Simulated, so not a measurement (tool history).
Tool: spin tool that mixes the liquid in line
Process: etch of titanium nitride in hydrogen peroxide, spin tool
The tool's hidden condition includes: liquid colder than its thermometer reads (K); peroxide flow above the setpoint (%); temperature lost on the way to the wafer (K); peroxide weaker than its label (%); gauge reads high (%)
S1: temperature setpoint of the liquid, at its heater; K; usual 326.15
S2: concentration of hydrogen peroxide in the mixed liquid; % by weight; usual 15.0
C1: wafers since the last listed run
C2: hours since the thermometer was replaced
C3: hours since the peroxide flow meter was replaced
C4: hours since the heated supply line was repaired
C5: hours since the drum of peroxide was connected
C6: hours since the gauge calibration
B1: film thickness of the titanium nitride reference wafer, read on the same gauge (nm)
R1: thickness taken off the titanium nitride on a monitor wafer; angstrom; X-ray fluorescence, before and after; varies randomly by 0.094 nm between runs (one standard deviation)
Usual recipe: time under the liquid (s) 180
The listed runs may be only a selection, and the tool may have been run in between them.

{"run": 1, "day": 0.0, "S1": 326.15, "S2": 15.0, "time under the liquid (s)": 180, "C1": 0, "C2": 801.0, "C3": 1698.7, "C4": 260.5, "C5": 100.4, "C6": 257.7, "B1": 140.0, "R1": 90.3}
{"run": 2, "day": 1.312, "S1": 326.15, "S2": 15.0, "time under the liquid (s)": 180, "C1": 278, "C2": 832.5, "C3": 1730.2, "C4": 292.0, "C5": 131.9, "C6": 289.2, "B1": 140.01, "R1": 92.4}
{"run": 3, "day": 2.525, "S1": 322.65, "S2": 12.0, "time under the liquid (s)": 180, "C1": 257, "C2": 861.6, "C3": 1759.3, "C4": 321.1, "C5": 161.0, "C6": 318.3, "B1": 140.01, "R1": 66.4}
{"day": 3.004, "done": "thermometer replaced"}
{"day": 3.912, "done": "peroxide flow meter replaced"}
{"run": 4, "day": 4.042, "S1": 326.15, "S2": 15.0, "time under the liquid (s)": 180, "C1": 304, "C2": 24.9, "C3": 3.1, "C4": 357.5, "C5": 197.4, "C6": 354.7, "B1": 140.0, "R1": 102.6}
{"run": 5, "day": 5.233, "S1": 326.15, "S2": 15.0, "time under the liquid (s)": 180, "C1": 253, "C2": 53.5, "C3": 31.7, "C4": 386.1, "C5": 226.0, "C6": 383.3, "B1": 139.99, "R1": 103.7}
{"run": 6, "day": 8.379, "S1": 326.15, "S2": 15.0, "time under the liquid (s)": 180, "C1": 667, "C2": 129.0, "C3": 107.2, "C4": 461.6, "C5": 301.5, "C6": 458.8, "B1": 140.0, "R1": 102.1}
{"run": 7, "day": 9.692, "S1": 334.15, "S2": 19.5, "time under the liquid (s)": 285, "C1": 278, "C2": 160.5, "C3": 138.7, "C4": 493.1, "C5": 333.0, "C6": 490.3, "B1": 140.01, "R1": 295.0}
{"run": 8, "day": 10.988, "S1": 326.15, "S2": 13.0, "time under the liquid (s)": 130, "C1": 275, "C2": 191.6, "C3": 169.8, "C4": 524.2, "C5": 364.1, "C6": 521.4, "B1": 140.0, "R1": 70.3}
{"run": 9, "day": 11.7, "S1": 326.15, "S2": 15.0, "time under the liquid (s)": 150, "C1": 151, "C2": 208.7, "C3": 186.9, "C4": 541.3, "C5": 381.2, "C6": 538.5, "B1": 139.98, "R1": 82.9}
{"run": 10, "day": 12.225, "S1": 326.15, "S2": 18.5, "time under the liquid (s)": 115, "C1": 111, "C2": 221.3, "C3": 199.5, "C4": 553.9, "C5": 393.8, "C6": 551.1, "B1": 139.99, "R1": 68.3}
{"run": 11, "day": 13.029, "S1": 329.65, "S2": 15.0, "time under the liquid (s)": 130, "C1": 170, "C2": 240.6, "C3": 218.8, "C4": 573.2, "C5": 413.1, "C6": 570.4, "B1": 140.0, "R1": 92.6}
{"run": 12, "day": 16.758, "S1": 326.15, "S2": 12.0, "time under the liquid (s)": 180, "C1": 791, "C2": 330.1, "C3": 308.3, "C4": 662.7, "C5": 502.6, "C6": 659.9, "B1": 139.99, "R1": 95.1}
{"run": 13, "day": 17.288, "S1": 326.15, "S2": 15.0, "time under the liquid (s)": 180, "C1": 112, "C2": 342.8, "C3": 321.0, "C4": 675.4, "C5": 515.3, "C6": 672.6, "B1": 140.01, "R1": 99.9}
{"run": 14, "day": 18.321, "S1": 336.15, "S2": 15.0, "time under the liquid (s)": 180, "C1": 219, "C2": 367.6, "C3": 345.8, "C4": 700.2, "C5": 540.1, "C6": 697.4, "B1": 140.0, "R1": 198.1}

What will run 15 give?
{"run": 15, "day": 19.575, "S1": 326.15, "S2": 15.0, "time under the liquid (s)": 210, "C1": 266, "C2": 397.7, "C3": 375.9, "C4": 730.3, "C5": 570.2, "C6": 727.5, "B1": "?", "R1": "?"}

{"run 15": {"B1": 140.01, "R1": 115.3}}
Without the tool's hidden state the same run would have given R1 122.1 angstrom.

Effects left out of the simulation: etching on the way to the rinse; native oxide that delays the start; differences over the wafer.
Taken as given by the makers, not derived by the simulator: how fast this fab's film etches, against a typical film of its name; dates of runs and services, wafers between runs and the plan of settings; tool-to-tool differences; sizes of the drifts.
